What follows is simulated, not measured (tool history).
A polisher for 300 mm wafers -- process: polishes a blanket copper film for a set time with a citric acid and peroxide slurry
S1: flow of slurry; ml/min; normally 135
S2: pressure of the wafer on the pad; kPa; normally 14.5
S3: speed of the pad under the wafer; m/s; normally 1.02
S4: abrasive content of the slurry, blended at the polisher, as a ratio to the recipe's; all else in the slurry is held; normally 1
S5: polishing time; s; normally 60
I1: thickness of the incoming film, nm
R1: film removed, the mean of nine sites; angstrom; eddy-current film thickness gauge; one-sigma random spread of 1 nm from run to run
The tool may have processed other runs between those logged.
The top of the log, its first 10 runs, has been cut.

| run | hour | S1 | S2 | S3 | S4 | S5 | I1 | R1 |
|---|---|---|---|---|---|---|---|---|
| 11 | 132.3 | 90 | 17.9 | 0.86 | 1 | 65 | 1078 | 705 |
| 12 | 147.3 | 90 | 18.6 | 1.02 | 1 | 71 | 1095.4 | 932 |
| 13 | 163.3 | 90 | 17.9 | 1.02 | 1 | 52 | 1084.4 | 664 |
| 14 | 180.2 | 155 | 14.5 | 1.02 | 1 | 60 | 1100.9 | 811 |
|  | 184.1 | slurry nozzle cleaned, repeated, since the last time left the tool worse |
|  | 196.9 | worn pad replaced by a new one |
| 15 | 197.4 | 135 | 14.5 | 1.02 | 1 | 60 | 1106.2 | 962 |
| 16 | 209.5 | 135 | 13.1 | 1.02 | 1 | 43 | 1087.4 | 618 |
| 17 | 218 | 120 | 11 | 1.02 | 1.1 | 60 | 1068.4 | 724 |
|  | 224.5 | head pressure recalibrated |
| 18 | 227 | 135 | 14.5 | 1.02 | 1 | 52 | 1097.8 | 822 |
| 19 | 243.8 | 135 | 12.4 | 1.02 | 1.25 | 60 | 1084.5 | 867 |
| 20 | 253 | 100 | 14.5 | 0.7 | 1.3 | 60 | 1085.6 | 651 |
| 21 | 259.1 | 135 | 14.5 | 0.9 | 1 | 60 | 1090 | 844 |
| 22 | 271.6 | 100 | 14.5 | 0.7 | 1.3 | 60 | 1082.6 | 635 |
|  | 285.1 | slurry blender recalibrated |
| 23 | 287.2 | 135 | 14.5 | 1.02 | 1 | 60 | 1092.8 | 946 |
| 24 | 294.3 | 105 | 14.5 | 1.3 | 1 | 60 | 1086.5 | 1134 |
| 25 | 306.8 | 135 | 17.2 | 1.26 | 0.8 | 51 | 1103.8 | 1142 |
| 26 | 313 | 135 | 17.2 | 1.22 | 1 | 60 | 1085 | 1342 |
|  | 326.9 | worn pad replaced by a new one |
| 27 | 327.4 | 135 | 14.5 | 1.02 | 1 | 60 | 1090.9 | 940 |
| 28 | 368.5 | 135 | 14.5 | 1.02 | 1 | 60 | 1101.5 | 936 |
| 29 | 381.9 | 135 | 15.9 | 1.02 | 1 | 48 | 1072.4 | 817 |
| 30 | 419.5 | 175 | 10.3 | 0.86 | 1 | 60 | 1084.8 | 612 |
|  | 427.9 | worn pad replaced by a new one |
| 31 | 434.6 | 135 | 14.5 | 1.02 | 1 | 60 | 1099.3 | 937 |

3 options for the next run, each taken on its own from the tool as it stands now. Forecast them:
| A | 435 | 135 | 14.5 | 1.02 | 1 | 60 | 1093.9 | ? |
| B | 435 | 95 | 14.5 | 0.72 | 0.85 | 48 | 1093.9 | ? |
| C | 435 | 150 | 14.5 | 1.02 | 1 | 60 | 1093.9 | ? |

| run | R1 |
|---|---|
| A | 929 |
| B | 469 |
| C | 950 |
Stripped of hidden state, with their random variation kept, the same runs would have yielded:
| run | R1 |
|---|---|
| A | 949 |
| B | 484 |
| C | 969 |

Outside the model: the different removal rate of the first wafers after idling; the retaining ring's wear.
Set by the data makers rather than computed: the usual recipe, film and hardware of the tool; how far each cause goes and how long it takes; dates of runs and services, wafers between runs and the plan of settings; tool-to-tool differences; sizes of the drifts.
